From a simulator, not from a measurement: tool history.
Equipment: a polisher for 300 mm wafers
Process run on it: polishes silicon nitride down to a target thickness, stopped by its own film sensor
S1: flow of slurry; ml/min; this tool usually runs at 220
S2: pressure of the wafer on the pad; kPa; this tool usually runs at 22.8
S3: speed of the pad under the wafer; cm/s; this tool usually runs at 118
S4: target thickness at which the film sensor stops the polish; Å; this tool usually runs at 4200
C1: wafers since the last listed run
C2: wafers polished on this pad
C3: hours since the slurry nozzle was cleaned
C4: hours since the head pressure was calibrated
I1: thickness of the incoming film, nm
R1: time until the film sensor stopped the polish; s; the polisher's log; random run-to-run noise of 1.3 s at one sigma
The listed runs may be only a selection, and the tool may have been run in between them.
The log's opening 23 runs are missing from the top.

run 24 hour=1867.6 | S1=220 S2=22.8 S3=118 S4=4200 | C1=481 C2=773 C3=250.2 C4=276.3 | I1=561.9 | R1=73.7
run 25 hour=1907.9 | S1=155 S2=22.8 S3=136 S4=3810 | C1=223 C2=997 C3=290.5 C4=316.6 | I1=542.2 | R1=81.8
run 26 hour=2002.9 | S1=265 S2=16.5 S3=118 S4=4200 | C1=527 C2=1524 C3=385.5 C4=411.6 | I1=551.7 | R1=89.3
run 27 hour=2055.7 | S1=150 S2=20.0 S3=154 S4=3770 | C1=293 C2=1817 C3=438.3 C4=464.4 | I1=548.0 | R1=83.7
run 28 hour=2123.3 | S1=220 S2=22.8 S3=118 S4=4200 | C1=375 C2=2192 C3=505.9 C4=532.0 | I1=550.9 | R1=69.4
run 29 hour=2178.0 | S1=180 S2=17.2 S3=118 S4=4200 | C1=303 C2=2496 C3=560.6 C4=586.7 | I1=555.5 | R1=88.9
run 30 hour=2224.7 | S1=250 S2=18.6 S3=86 S4=3980 | C1=259 C2=2755 C3=607.3 C4=633.4 | I1=551.6 | R1=119.6
-- hour=2241.4 worn pad replaced by a new one
-- hour=2252.1 head pressure recalibrated
run 31 hour=2277.1 | S1=195 S2=16.5 S3=80 S4=4360 | C1=257 C2=186 C3=659.7 C4=25.0 | I1=549.2 | R1=109.8
run 32 hour=2333.2 | S1=170 S2=22.8 S3=98 S4=4200 | C1=311 C2=498 C3=715.8 C4=81.1 | I1=550.3 | R1=84.1
run 33 hour=2394.7 | S1=290 S2=26.9 S3=138 S4=4200 | C1=341 C2=839 C3=777.3 C4=142.6 | I1=539.4 | R1=49.1

Below are 4 alternative next runs, each starting from the tool's condition after run 33. Predict each:
run A hour=2395.2 | S1=220 S2=22.8 S3=118 S4=4200 | C1=2 C2=842 C3=777.8 C4=143.1 | I1=540.1 | R1=?
run B hour=2395.2 | S1=220 S2=22.8 S3=96 S4=3790 | C1=2 C2=842 C3=777.8 C4=143.1 | I1=540.1 | R1=?
run C hour=2395.2 | S1=245 S2=26.9 S3=118 S4=4560 | C1=2 C2=842 C3=777.8 C4=143.1 | I1=540.1 | R1=?
run D hour=2395.2 | S1=290 S2=22.8 S3=118 S4=4200 | C1=2 C2=842 C3=777.8 C4=143.1 | I1=540.1 | R1=?

run=A R1=63.5
run=B R1=100.5
run=C R1=38.9
run=D R1=62.1
What these runs would have given with no unlogged condition in the tool:
run=A R1=63.5
run=B R1=100.5
run=C R1=38.9
run=D R1=62.1
